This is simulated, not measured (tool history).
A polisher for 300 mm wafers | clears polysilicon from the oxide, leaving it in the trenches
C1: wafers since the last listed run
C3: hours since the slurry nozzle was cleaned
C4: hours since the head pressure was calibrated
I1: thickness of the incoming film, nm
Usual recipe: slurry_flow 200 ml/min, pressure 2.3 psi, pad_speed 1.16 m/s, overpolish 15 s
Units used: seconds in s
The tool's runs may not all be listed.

run 1 hour=0 | slurry_flow=200 pressure=2.5 pad_speed=1.16 overpolish=15 | C1=0 wafers_polished_on_this_pad=353 C3=204.5 C4=817.1 | I1=415.2 | seconds=26.5
run 2 hour=11.7 | slurry_flow=200 pressure=2.5 pad_speed=1.16 overpolish=15 | C1=95 wafers_polished_on_this_pad=449 C3=216.2 C4=828.8 | I1=423 | seconds=26.7
run 3 hour=22.4 | slurry_flow=200 pressure=2.5 pad_speed=1.16 overpolish=15 | C1=87 wafers_polished_on_this_pad=537 C3=226.9 C4=839.5 | I1=411.4 | seconds=25.7
-- hour=29.7 worn pad replaced by a new one
run 4 hour=30.2 | slurry_flow=200 pressure=2.3 pad_speed=1.16 overpolish=15 | C1=31 wafers_polished_on_this_pad=4 C3=234.7 C4=847.3 | I1=423.8 | seconds=29.4
run 5 hour=39.6 | slurry_flow=200 pressure=2.3 pad_speed=1.16 overpolish=15 | C1=77 wafers_polished_on_this_pad=81 C3=244.1 C4=856.7 | I1=422 | seconds=29
run 6 hour=55.8 | slurry_flow=200 pressure=2.3 pad_speed=1.16 overpolish=15 | C1=132 wafers_polished_on_this_pad=214 C3=260.3 C4=872.9 | I1=425.2 | seconds=29.4
run 7 hour=70.1 | slurry_flow=200 pressure=2.3 pad_speed=1.16 overpolish=9 | C1=117 wafers_polished_on_this_pad=331 C3=274.6 C4=887.2 | I1=428.4 | seconds=29.9
run 8 hour=79.2 | slurry_flow=200 pressure=2.3 pad_speed=1.32 overpolish=11 | C1=74 wafers_polished_on_this_pad=405 C3=283.7 C4=896.3 | I1=420.8 | seconds=27
run 9 hour=103.8 | slurry_flow=200 pressure=2.3 pad_speed=1.32 overpolish=11 | C1=201 wafers_polished_on_this_pad=607 C3=308.3 C4=920.9 | I1=422 | seconds=27
-- hour=108 worn pad replaced by a new one
run 10 hour=113.5 | slurry_flow=200 pressure=2.3 pad_speed=1.16 overpolish=20 | C1=46 wafers_polished_on_this_pad=45 C3=318 C4=930.6 | I1=418.6 | seconds=29.9
run 11 hour=127 | slurry_flow=200 pressure=2.3 pad_speed=1.16 overpolish=20 | C1=110 wafers_polished_on_this_pad=155 C3=331.5 C4=944.1 | I1=421.8 | seconds=29.6
run 12 hour=137.2 | slurry_flow=270 pressure=1.9 pad_speed=1.36 overpolish=22 | C1=83 wafers_polished_on_this_pad=239 C3=341.7 C4=954.3 | I1=425.5 | seconds=30.8
-- hour=142.6 head pressure recalibrated
run 13 hour=145.4 | slurry_flow=200 pressure=2.3 pad_speed=1.16 overpolish=15 | C1=50 wafers_polished_on_this_pad=290 C3=349.9 C4=2.8 | I1=420.1 | seconds=30.6
run 14 hour=157.7 | slurry_flow=200 pressure=2.3 pad_speed=1.16 overpolish=10 | C1=100 wafers_polished_on_this_pad=390 C3=362.2 C4=15.1 | I1=417.6 | seconds=30.7
run 15 hour=170.1 | slurry_flow=260 pressure=2.6 pad_speed=1.16 overpolish=15 | C1=101 wafers_polished_on_this_pad=492 C3=374.6 C4=27.5 | I1=421.2 | seconds=25.3
-- hour=179.4 worn pad replaced by a new one, of another model than before
-- hour=180 slurry nozzle cleaned
run 16 hour=180.5 | slurry_flow=165 pressure=2.8 pad_speed=1.16 overpolish=20 | C1=47 wafers_polished_on_this_pad=3 C3=0.5 C4=37.9 | I1=416 | seconds=24.7
run 17 hour=196.6 | slurry_flow=140 pressure=2.3 pad_speed=1.16 overpolish=15 | C1=131 wafers_polished_on_this_pad=135 C3=16.6 C4=54 | I1=424 | seconds=31.1
run 18 hour=210.4 | slurry_flow=230 pressure=2.3 pad_speed=1.16 overpolish=15 | C1=113 wafers_polished_on_this_pad=248 C3=30.4 C4=67.8 | I1=417.6 | seconds=25.7
run 19 hour=224.7 | slurry_flow=200 pressure=2.3 pad_speed=1.16 overpolish=15 | C1=117 wafers_polished_on_this_pad=366 C3=44.7 C4=82.1 | I1=422.4 | seconds=27.9
run 20 hour=241 | slurry_flow=200 pressure=2.3 pad_speed=1.4 overpolish=11 | C1=133 wafers_polished_on_this_pad=499 C3=61 C4=98.4 | I1=419.2 | seconds=23
-- hour=255.3 worn pad replaced by a new one
run 21 hour=255.8 | slurry_flow=235 pressure=2.7 pad_speed=0.82 overpolish=12 | C1=88 wafers_polished_on_this_pad=3 C3=75.8 C4=113.2 | I1=427.5 | seconds=34
run 22 hour=262 | slurry_flow=140 pressure=2.8 pad_speed=1 overpolish=15 | C1=50 wafers_polished_on_this_pad=54 C3=82 C4=119.4 | I1=417.1 | seconds=32.6
run 23 hour=278.5 | slurry_flow=245 pressure=2.3 pad_speed=0.88 overpolish=20 | C1=135 wafers_polished_on_this_pad=189 C3=98.5 C4=135.9 | I1=422.6 | seconds=34.6

What if the next run were any one of these 5? Each begins from the tool's condition after run 23:
run A hour=278.9 | slurry_flow=200 pressure=3 pad_speed=1.16 overpolish=15 | C1=3 wafers_polished_on_this_pad=193 C3=98.9 C4=136.3 | I1=428.8 | seconds=?
run B hour=278.9 | slurry_flow=200 pressure=2 pad_speed=1.26 overpolish=15 | C1=3 wafers_polished_on_this_pad=193 C3=98.9 C4=136.3 | I1=428.8 | seconds=?
run C hour=278.9 | slurry_flow=225 pressure=2.3 pad_speed=0.9 overpolish=18 | C1=3 wafers_polished_on_this_pad=193 C3=98.9 C4=136.3 | I1=428.8 | seconds=?
run D hour=278.9 | slurry_flow=175 pressure=1.6 pad_speed=1.16 overpolish=15 | C1=3 wafers_polished_on_this_pad=193 C3=98.9 C4=136.3 | I1=428.8 | seconds=?
run E hour=278.9 | slurry_flow=200 pressure=2.7 pad_speed=1.16 overpolish=15 | C1=3 wafers_polished_on_this_pad=193 C3=98.9 C4=136.3 | I1=428.8 | seconds=?

run=A seconds=24.5
run=B seconds=28.9
run=C seconds=35.5
run=D seconds=36.7
run=E seconds=26.2
Stripped of hidden state, with their random variation kept, the same runs would have yielded:
run=A seconds=23.7
run=B seconds=28
run=C seconds=34.6
run=D seconds=35.3
run=E seconds=25.4
